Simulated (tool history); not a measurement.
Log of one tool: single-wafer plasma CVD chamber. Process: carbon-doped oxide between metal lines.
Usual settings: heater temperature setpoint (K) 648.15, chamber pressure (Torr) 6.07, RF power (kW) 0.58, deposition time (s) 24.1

run     day  heater temperature setpoint (K)  chamber pressure (Torr)  RF power (kW)  deposition time (s)  read-back reference wafer on the same gauge, thickness_nm  mean film thickness on the monitor wafer (angstrom)
  1       0                           648.15                     6.07           0.58                 24.1                                                    129.191                                              1286.82
  2   0.646                           648.15                     6.07           0.58                 24.1                                                    129.195                                              1283.81
  3   0.921                           648.15                     6.07           0.58                 24.1                                                    129.203                                              1287.88
  4   1.242                           648.15                     6.07           0.58                 24.1                                                     129.26                                              1286.15
  5   1.783                           648.15                     6.07           0.58                 24.1                                                    129.319                                              1286.17
  6   3.033                           648.15                     6.07           0.58                 24.1                                                    129.472                                              1283.86
  7   3.729                           655.15                     6.07           0.58                 24.1                                                    129.613                                              1264.65
      4.196  -- thermocouple changed; heater temperature recalibrated
  8   4.217                           655.15                     6.07           0.58                 24.1                                                    129.687                                              1269.85
        5.2  -- capacitance manometer re-zeroed and calibrated
      6.312  -- showerhead replaced
  9   6.333                           648.15                     6.07           0.58                 24.1                                                    130.063                                              1293.93
 10   6.846                           648.15                     6.07           0.58                 24.1                                                    130.168                                              1294.45
      7.421  -- gauge calibrated
 11   7.492                           648.15                     6.07           0.58                 24.1                                                    128.836                                              1279.12
 12   7.821                           648.15                     5.26           0.58                 24.1                                                    128.877                                              1251.07
      8.588  -- RF generator calibrated
 13   8.608                           658.15                     4.93           0.58                 24.1                                                    128.893                                              1211.93
 14   8.917                           648.15                     6.07           0.58                 24.1                                                    128.878                                              1283.89
 15   9.479                           648.15                     6.07           0.58                 25.6                                                    128.916                                              1360.58
 16   9.925                           648.15                     5.08           0.58                 24.1                                                    128.905                                              1243.87
 17  10.208                           658.15                     6.07           0.53                 19.5                                                    128.938                                               991.51
 18  10.683                           652.15                     6.07           0.68                 28.7                                                    128.968                                              1595.86
 19  11.354                           652.15                     6.07           0.58                 28.8                                                      129.1                                              1515.04
 20  12.021                           648.15                     6.07           0.61                 24.1                                                    129.137                                              1306.64
 21  12.421                           648.15                     6.07           0.58                 24.1                                                    129.162                                              1284.86
 22  13.008                           637.15                     6.07           0.58                 21.6                                                    129.208                                              1185.03
 23  13.792                           641.15                     7.01           0.58                 24.1                                                     129.35                                              1324.93

Forecast each of these 4 alternatives for the next run:
  A  13.808                           648.15                     6.07           0.58                 24.1                                                          ?                                                    ?
  B  13.808                           648.15                     6.07           0.51                 24.1                                                          ?                                                    ?
  C  13.808                           648.15                     6.73           0.58                 24.1                                                          ?                                                    ?
  D  13.808                           634.15                     6.07           0.54                 24.1                                                          ?                                                    ?

run  read-back reference wafer on the same gauge, thickness_nm  mean film thickness on the monitor wafer (angstrom)
  A                                                    129.331                                              1287.12
  B                                                    129.331                                              1234.67
  C                                                    129.331                                              1301.16
  D                                                    129.331                                              1299.58
Without the tool's hidden state the same runs would have given:
run  mean film thickness on the monitor wafer (angstrom)
  A                                              1283.59
  B                                              1231.28
  C                                              1297.59
  D                                              1296.02

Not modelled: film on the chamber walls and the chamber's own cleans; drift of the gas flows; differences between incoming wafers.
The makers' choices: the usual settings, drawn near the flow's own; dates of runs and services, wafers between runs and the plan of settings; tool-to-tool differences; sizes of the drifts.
